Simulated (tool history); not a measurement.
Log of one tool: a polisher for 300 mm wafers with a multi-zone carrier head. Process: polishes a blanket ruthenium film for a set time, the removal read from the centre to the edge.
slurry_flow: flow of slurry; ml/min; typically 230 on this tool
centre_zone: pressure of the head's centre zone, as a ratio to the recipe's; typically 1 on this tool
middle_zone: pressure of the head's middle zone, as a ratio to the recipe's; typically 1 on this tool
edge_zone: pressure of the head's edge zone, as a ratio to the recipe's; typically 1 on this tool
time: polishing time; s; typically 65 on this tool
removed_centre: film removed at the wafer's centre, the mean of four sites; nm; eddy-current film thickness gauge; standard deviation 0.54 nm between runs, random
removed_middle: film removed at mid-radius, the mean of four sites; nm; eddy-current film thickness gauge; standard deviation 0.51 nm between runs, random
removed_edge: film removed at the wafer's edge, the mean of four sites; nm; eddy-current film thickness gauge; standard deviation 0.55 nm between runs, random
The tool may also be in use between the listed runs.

run	hour	slurry_flow	centre_zone	middle_zone	edge_zone	time	incoming thickness of the incoming film, nm	removed_centre	removed_middle	removed_edge
1	0	230	1	1.03	1	65	582.8	47.4	46.2	46.6
# hour 8.1: carrier head's membrane replaced by a new one
2	24.6	230	1	1	1	65	597.5	47.7	45.8	46.8
3	74.5	230	0.95	1	1	65	580.5	45	44.9	46.5
# hour 87.1: centre zone pressure recalibrated
4	106.5	230	0.91	0.93	1.05	65	589.2	40.3	41.3	46.7
# hour 118.6: edge zone pressure recalibrated
5	178	230	1	1	1	65	587.5	44.2	43.2	44.6
# hour 191.4: slurry nozzle cleaned
6	229.3	190	1	1.07	1	65	586.8	47.5	48	45.8
# hour 285.8: worn pad replaced by a new one
7	286.3	230	1	0.96	1	65	591.9	47.9	45.2	47.4
8	349.1	230	1	1	1	65	587.6	47.8	46.5	48
9	408.1	230	1	1	1	65	600.7	48	46.6	46.8
10	460.5	170	1	0.93	1	78	583.6	52.6	49.5	54.3
11	528.7	210	0.9	0.93	1	65	588.4	41	42.5	45.5
12	554	205	0.94	1	0.92	65	582.6	42.6	44.4	43.5
# hour 607.3: edge zone pressure recalibrated
13	611.9	230	1	1	1	65	588.8	46.9	44	45.6
# hour 631.6: worn pad replaced by a new one
14	660.2	230	1	1	1	65	586.8	46.3	44.9	45
# hour 720.2: slurry nozzle cleaned
15	725.3	230	1.05	1	1	65	588.1	52.8	47.4	48.3
16	778.7	230	1	1	1	65	594.7	50.3	46.5	47.6
17	849.2	230	0.93	0.96	1	65	597.9	47.2	45.1	46.9
# hour 873.9: carrier head's membrane replaced by a new one
18	913.5	230	1.1	1	1	65	587.2	54.7	46.7	45.9
19	968.2	230	0.96	1.06	1	52	594.1	37.6	38.7	37.3
20	1003.7	190	1	1.06	0.95	76	595.4	55	54.4	51.9
# hour 1018.4: worn pad replaced by a new one
# hour 1036.3: edge zone pressure recalibrated
21	1067.5	230	1.09	1	0.95	65	586.4	53.9	45.8	45.3
# hour 1079.6: centre zone pressure recalibrated
22	1113.7	260	1.09	1.07	0.9	65	589.2	51.2	48.7	44.1
23	1156.1	190	1	1.07	1	65	592.7	43.9	45.1	44.1

3 ways to go on from here, each from the tool as it stands after run 23. What would each give?
A	1156.5	170	1	1	1	65	578.7	?	?	?
B	1156.5	230	1	0.92	1	47	578.7	?	?	?
C	1156.5	260	0.92	1	1	65	578.7	?	?	?

run	removed_centre	removed_middle	removed_edge
A	42	41.4	42.8
B	33	30.1	32.7
C	43.1	45.7	46
With no hidden state in the tool, these same runs would have given:
run	removed_centre	removed_middle	removed_edge
A	45.9	45.3	45.6
B	35.1	32.2	34.3
C	45.4	48.4	47.9

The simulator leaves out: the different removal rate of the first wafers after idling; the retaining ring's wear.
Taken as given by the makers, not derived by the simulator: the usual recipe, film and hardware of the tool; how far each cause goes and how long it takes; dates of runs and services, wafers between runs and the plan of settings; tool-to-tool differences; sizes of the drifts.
